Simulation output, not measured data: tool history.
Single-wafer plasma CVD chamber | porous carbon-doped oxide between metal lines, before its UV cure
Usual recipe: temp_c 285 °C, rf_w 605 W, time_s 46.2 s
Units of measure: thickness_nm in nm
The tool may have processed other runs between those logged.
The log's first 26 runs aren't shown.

run	hour	temp_c	rf_w	time_s	wafers since the last listed run	hours since the last thermocouple change	hours since the last RF generator calibration	hours since the showerhead was replaced	hours since the gauge calibration	read-back reference wafer on the same gauge, thickness_nm	thickness_nm
27	1982.0	285	605	46.2	1298	1715.6	1405.8	809.3	400.9	353.939	301.191
28	2070.5	290	540	46.2	1862	1804.1	1494.3	897.8	489.4	354.333	282.874
29	2110.9	280	655	43.2	850	1844.5	1534.7	938.2	529.8	354.083	299.481
# hour 2153.9: RF generator calibrated
# hour 2179.5: thermocouple changed; heater temperature recalibrated
30	2357.5	285	560	46.2	4851	178.0	203.6	1184.8	776.4	354.179	297.215
31	2524.4	291	605	38.4	3511	344.9	370.5	1351.7	943.3	353.999	243.037
32	2604.0	292	565	49.3	1674	424.5	450.1	1431.3	1022.9	353.801	302.176
33	2770.1	285	605	46.2	3494	590.6	616.2	1597.4	1189.0	353.725	304.714
34	2852.9	272	660	39.8	1742	673.4	699.0	1680.2	1271.8	353.881	296.222
35	2905.2	290	605	48.6	1100	725.7	751.3	1732.5	1324.1	353.779	307.745

Predict each of these 3 candidate next runs independently; none follows another, all start after run 35:
A	2905.6	285	605	46.2	8	726.1	751.7	1732.9	1324.5	?	?
B	2905.6	280	690	41.4	8	726.1	751.7	1732.9	1324.5	?	?
C	2905.6	285	635	46.2	8	726.1	751.7	1732.9	1324.5	?	?

run	read-back reference wafer on the same gauge, thickness_nm	thickness_nm
A	354.205	303.885
B	354.205	294.068
C	354.205	308.143
With no hidden state in the tool, these same runs would have given:
run	thickness_nm
A	305.703
B	295.873
C	309.986
